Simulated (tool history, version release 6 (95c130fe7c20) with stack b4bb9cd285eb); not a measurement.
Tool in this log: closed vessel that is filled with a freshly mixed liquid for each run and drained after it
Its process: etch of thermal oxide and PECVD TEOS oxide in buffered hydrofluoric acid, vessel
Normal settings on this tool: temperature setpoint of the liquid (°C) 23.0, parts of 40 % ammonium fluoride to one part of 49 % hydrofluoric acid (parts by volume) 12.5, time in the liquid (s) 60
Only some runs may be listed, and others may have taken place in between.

| run | hour | temperature setpoint of the liquid (°C) | parts of 40 % ammonium fluoride to one part of 49 % hydrofluoric acid (parts by volume) | time in the liquid (s) | read-back film thickness of the thermal oxide reference wafer, read on the same gauge (nm) | read-back film thickness of the PECVD TEOS oxide reference wafer, read on the same gauge (nm) | thickness taken off the thermal oxide on a monitor wafer (Å) | thickness taken off the PECVD TEOS oxide on a monitor wafer (Å) |
|---|---|---|---|---|---|---|---|---|
| 1 | 0.0 | 23.0 | 11.5 | 75 | 120.00 | 120.04 | 658.9 | 772.5 |
| 2 | 47.0 | 23.0 | 11.5 | 75 | 120.00 | 120.05 | 662.8 | 770.5 |
| 3 | 71.9 | 23.0 | 11.5 | 75 | 120.00 | 120.03 | 659.4 | 768.9 |
| 4 | 103.3 | 23.0 | 12.5 | 60 | 120.01 | 119.97 | 490.5 | 565.7 |
| 5 | 246.9 | 25.5 | 12.5 | 60 | 119.97 | 119.98 | 561.1 | 650.4 |
| 6 | 300.7 | 23.0 | 16.5 | 60 | 120.02 | 120.01 | 375.2 | 437.4 |
| 7 | 342.8 | 23.0 | 16.5 | 60 | 119.98 | 120.03 | 373.5 | 434.2 |
| 8 | 380.6 | 23.0 | 16.5 | 60 | 119.98 | 120.01 | 373.0 | 434.8 |
| 9 | 433.9 | 19.5 | 13.5 | 60 | 120.01 | 119.97 | 372.0 | 437.9 |
| 10 | 473.9 | 23.0 | 12.5 | 70 | 120.00 | 120.05 | 576.7 | 665.9 |
|  | 501.8 | thermometer replaced |
| 11 | 508.8 | 24.5 | 12.5 | 60 | 119.99 | 119.98 | 531.3 | 625.0 |
| 12 | 579.4 | 24.5 | 12.5 | 60 | 120.00 | 120.02 | 529.2 | 627.2 |
| 13 | 631.7 | 23.0 | 14.0 | 60 | 119.99 | 119.97 | 441.4 | 517.8 |
| 14 | 687.2 | 23.0 | 11.0 | 40 | 120.04 | 119.98 | 368.2 | 434.8 |
| 15 | 727.4 | 23.0 | 15.5 | 60 | 120.01 | 119.97 | 398.4 | 464.3 |
|  | 784.0 | gauge calibrated |
| 16 | 789.1 | 23.0 | 14.0 | 30 | 120.03 | 120.05 | 220.6 | 258.5 |
| 17 | 826.9 | 19.5 | 15.0 | 50 | 119.98 | 119.99 | 285.7 | 331.8 |
| 18 | 866.8 | 23.0 | 12.5 | 60 | 120.01 | 119.99 | 494.9 | 578.4 |
| 19 | 918.8 | 27.5 | 12.5 | 60 | 120.00 | 120.01 | 630.0 | 737.8 |
|  | 948.1 | hydrofluoric acid flow meter replaced |
| 20 | 969.9 | 20.0 | 14.5 | 80 | 120.00 | 119.96 | 466.3 | 539.4 |
| 21 | 1023.4 | 23.0 | 12.5 | 60 | 119.99 | 119.99 | 477.2 | 555.6 |
| 22 | 1094.9 | 23.0 | 16.5 | 45 | 120.01 | 119.97 | 269.8 | 319.3 |
| 23 | 1150.2 | 23.0 | 9.5 | 60 | 119.97 | 119.97 | 610.8 | 705.8 |
| 24 | 1207.4 | 20.5 | 15.0 | 90 | 120.00 | 120.01 | 520.0 | 600.3 |
| 25 | 1263.3 | 25.0 | 10.5 | 35 | 119.99 | 120.00 | 369.7 | 432.4 |

3 options for the next run, each taken on its own from the tool as it stands now. Forecast them:
| A | 1264.0 | 23.0 | 15.0 | 60 | ? | ? | ? | ? |
| B | 1264.0 | 25.5 | 14.0 | 85 | ? | ? | ? | ? |
| C | 1264.0 | 18.0 | 11.0 | 30 | ? | ? | ? | ? |

| run | read-back film thickness of the thermal oxide reference wafer, read on the same gauge (nm) | read-back film thickness of the PECVD TEOS oxide reference wafer, read on the same gauge (nm) | thickness taken off the thermal oxide on a monitor wafer (Å) | thickness taken off the PECVD TEOS oxide on a monitor wafer (Å) |
|---|---|---|---|---|
| A | 120.01 | 119.99 | 396.5 | 463.9 |
| B | 120.01 | 119.99 | 688.9 | 805.9 |
| C | 120.01 | 119.99 | 203.2 | 237.7 |
Without the tool's unlogged condition, the same runs would have read:
| run | thickness taken off the thermal oxide on a monitor wafer (Å) | thickness taken off the PECVD TEOS oxide on a monitor wafer (Å) |
|---|---|---|
| A | 393.7 | 460.6 |
| B | 684.0 | 800.2 |
| C | 201.8 | 236.0 |

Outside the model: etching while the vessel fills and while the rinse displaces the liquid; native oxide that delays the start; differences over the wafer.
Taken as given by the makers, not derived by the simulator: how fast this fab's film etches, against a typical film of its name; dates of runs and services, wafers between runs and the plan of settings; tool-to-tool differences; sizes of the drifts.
